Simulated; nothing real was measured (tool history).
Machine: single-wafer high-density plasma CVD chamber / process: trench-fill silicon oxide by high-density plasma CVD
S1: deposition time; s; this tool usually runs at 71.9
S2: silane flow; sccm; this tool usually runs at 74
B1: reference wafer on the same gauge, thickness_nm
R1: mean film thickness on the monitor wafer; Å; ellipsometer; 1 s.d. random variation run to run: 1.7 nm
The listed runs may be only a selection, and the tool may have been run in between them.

run 1 hour=0.0 | S1=65.3 S2=64 | B1=466.027 | R1=4237.55
run 2 hour=21.7 | S1=65.3 S2=64 | B1=465.950 | R1=4216.96
run 3 hour=43.3 | S1=65.3 S2=64 | B1=466.085 | R1=4242.38
run 4 hour=72.7 | S1=71.9 S2=74 | B1=466.193 | R1=5397.86
run 5 hour=102.4 | S1=63.2 S2=74 | B1=465.766 | R1=4730.70
run 6 hour=120.3 | S1=63.2 S2=74 | B1=465.924 | R1=4729.48
run 7 hour=138.8 | S1=71.9 S2=85 | B1=465.954 | R1=6152.11
run 8 hour=167.3 | S1=71.9 S2=85 | B1=465.968 | R1=6192.16
run 9 hour=196.0 | S1=71.9 S2=74 | B1=465.882 | R1=5407.41
run 10 hour=222.8 | S1=71.9 S2=74 | B1=465.915 | R1=5376.79
run 11 hour=250.3 | S1=81.4 S2=80 | B1=466.231 | R1=6579.94
run 12 hour=280.4 | S1=71.9 S2=74 | B1=466.054 | R1=5404.15
run 13 hour=311.9 | S1=71.9 S2=74 | B1=465.951 | R1=5396.35
run 14 hour=334.6 | S1=65.8 S2=74 | B1=466.459 | R1=4914.49
run 15 hour=352.0 | S1=71.9 S2=74 | B1=466.134 | R1=5400.94
run 16 hour=377.0 | S1=71.9 S2=71 | B1=466.140 | R1=5169.93
run 17 hour=458.1 | S1=66.6 S2=84 | B1=466.001 | R1=5672.18
run 18 hour=481.4 | S1=66.6 S2=84 | B1=465.916 | R1=5702.76
run 19 hour=516.1 | S1=66.6 S2=84 | B1=466.255 | R1=5671.17
run 20 hour=529.6 | S1=63.7 S2=79 | B1=465.930 | R1=5117.46
run 21 hour=619.5 | S1=64.3 S2=74 | B1=465.932 | R1=4807.32

What will run 22 give?
-- hour=643.6 silane flow controller replaced
run 22 hour=644.1 | S1=67.6 S2=80 | B1=? | R1=?

B1: 466.032
R1: 5835.66 Å
On a tool with no hidden condition, and with the same random variation, this run would have come out at R1 5831.44 Å.
